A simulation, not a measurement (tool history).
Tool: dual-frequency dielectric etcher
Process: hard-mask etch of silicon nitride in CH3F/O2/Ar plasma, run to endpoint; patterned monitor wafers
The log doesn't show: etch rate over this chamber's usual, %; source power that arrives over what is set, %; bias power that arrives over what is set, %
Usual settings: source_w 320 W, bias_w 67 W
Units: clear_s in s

run,hour,source_w,bias_w,wafers since the last listed run,hours since the last wet clean,hours since the last source power generator calibration,hours since the last bias power generator calibration,hours since the last upper electrode change,"incoming incoming film thickness, nm",clear_s
1,0,320,67,0,201.4,1446.2,2929.8,6111,38.72,69
2,15.5,350,67,177,216.9,1461.7,2945.3,6126.5,39.13,66
3,25.4,370,67,113,226.8,1471.6,2955.2,6136.4,38.84,63.4
4,38.8,370,67,153,240.2,1485,2968.6,6149.8,38.6,63.8
5,51.2,320,67,142,252.6,1497.4,2981,6162.2,39.13,68.5
6,59,320,67,89,260.4,1505.2,2988.8,6170,39.03,69.7
7,69.4,320,67,119,270.8,1515.6,2999.2,6180.4,38.96,68.9
8,82.7,320,67,152,284.1,1528.9,3012.5,6193.7,38.94,69.3
9,93.7,320,67,126,295.1,1539.9,3023.5,6204.7,39.1,69.5
10,103.7,320,67,114,305.1,1549.9,3033.5,6214.7,38.35,68
11,120,320,67,186,321.4,1566.2,3049.8,6231,38.76,69.1
12,160.7,320,67,466,362.1,1606.9,3090.5,6271.7,39.14,69
13,174.8,320,67,161,376.2,1621,3104.6,6285.8,38.67,68.1
14,192.7,320,67,205,394.1,1638.9,3122.5,6303.7,38.72,68.4
15,205.6,320,54,147,407,1651.8,3135.4,6316.6,38.7,74.3
16,219.8,320,67,162,421.2,1666,3149.6,6330.8,38.6,68.1
17,233,290,56,151,434.4,1679.2,3162.8,6344,38.85,77.2
18,248,320,50,172,449.4,1694.2,3177.8,6359,38.93,76.5
19,265.3,320,67,198,466.7,1711.5,3195.1,6376.3,39.02,69.9
20,279,320,67,157,480.4,1725.2,3208.8,6390,38.63,68
# hour 284.9: source power generator calibrated
21,294.1,320,67,127,495.5,9.2,3223.9,6405.1,39.03,69.5
22,309.4,320,67,175,510.8,24.5,3239.2,6420.4,38.28,68.3
# hour 356.3: upper electrode replaced
# hour 370: wet clean of the chamber
23,370.5,360,67,268,0.5,85.6,3300.3,14.2,38.51,64.4
24,370.9,390,58,4,0.9,86,3300.7,14.6,38.7,65.1
25,371.2,270,78,3,1.2,86.3,3301,14.9,38.98,71.9
# hour 382.8: bias power generator calibrated
26,384.5,320,53,106,14.5,99.6,1.7,28.2,38.86,75
27,393.6,320,67,104,23.6,108.7,10.8,37.3,38.74,69
28,410,250,74,188,40,125.1,27.2,53.7,38.73,76.2
29,449.6,320,67,454,79.6,164.7,66.8,93.3,38.5,68.7
30,462.1,390,67,143,92.1,177.2,79.3,105.8,38.46,61.2
31,469.8,280,67,88,99.8,184.9,87,113.5,38.58,73.1
32,479.8,320,50,114,109.8,194.9,97,123.5,38.96,75.9
33,494.3,360,53,166,124.3,209.4,111.5,138,38.8,70.4

The tool's hidden state at each run:
etch rate over this chamber's usual, %: 0 in every run
source power that arrives over what is set, %: 0 in every run
bias power that arrives over what is set, %: 0 in every run
